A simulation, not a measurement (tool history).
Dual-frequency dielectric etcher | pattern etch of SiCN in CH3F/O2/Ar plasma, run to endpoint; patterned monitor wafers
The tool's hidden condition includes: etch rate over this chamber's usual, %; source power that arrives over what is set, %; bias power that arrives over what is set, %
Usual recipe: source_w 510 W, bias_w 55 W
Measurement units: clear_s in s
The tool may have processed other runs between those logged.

run,hour,source_w,bias_w,wafers since the last listed run,hours since the last wet clean,hours since the last source power generator calibration,hours since the last bias power generator calibration,hours since the last upper electrode change,"incoming incoming film thickness, nm",clear_s
1,0,590,55,0,232.9,4215.7,3600.9,4872.5,11.96,29.9
2,31.6,460,55,448,264.5,4247.3,3632.5,4904.1,11.96,32.4
3,56.5,510,55,353,289.4,4272.2,3657.4,4929,11.93,31.1
4,81.2,510,55,350,314.1,4296.9,3682.1,4953.7,11.83,31.1
5,100.8,510,55,278,333.7,4316.5,3701.7,4973.3,11.98,31.2
6,128.6,510,55,394,361.5,4344.3,3729.5,5001.1,11.91,31.2
7,155.4,510,55,380,388.3,4371.1,3756.3,5027.9,11.91,31
8,169.9,510,55,205,402.8,4385.6,3770.8,5042.4,11.98,31.5
# hour 206.7: wet clean of the chamber
9,207.2,510,55,188,0.5,4422.9,3808.1,5079.7,11.92,31.1
10,216.3,510,55,129,9.6,4432,3817.2,5088.8,11.8,31
# hour 249.3: upper electrode replaced
11,249.8,510,55,134,43.1,4465.5,3850.7,0.5,11.81,30.8
12,265.9,600,65,228,59.2,4481.6,3866.8,16.6,11.89,28.1
13,297.5,430,65,448,90.8,4513.2,3898.4,48.2,11.89,31.3
14,312.4,580,65,211,105.7,4528.1,3913.3,63.1,11.84,28.7

Estimate the outcome of run 15 from the log above:
15,327.1,440,43,208,120.4,4542.8,3928,77.8,11.9,?

{"run 15": {"clear_s": 35.2}}
Had the tool carried no hidden state, the very same run would have given clear_s 35.2 s.

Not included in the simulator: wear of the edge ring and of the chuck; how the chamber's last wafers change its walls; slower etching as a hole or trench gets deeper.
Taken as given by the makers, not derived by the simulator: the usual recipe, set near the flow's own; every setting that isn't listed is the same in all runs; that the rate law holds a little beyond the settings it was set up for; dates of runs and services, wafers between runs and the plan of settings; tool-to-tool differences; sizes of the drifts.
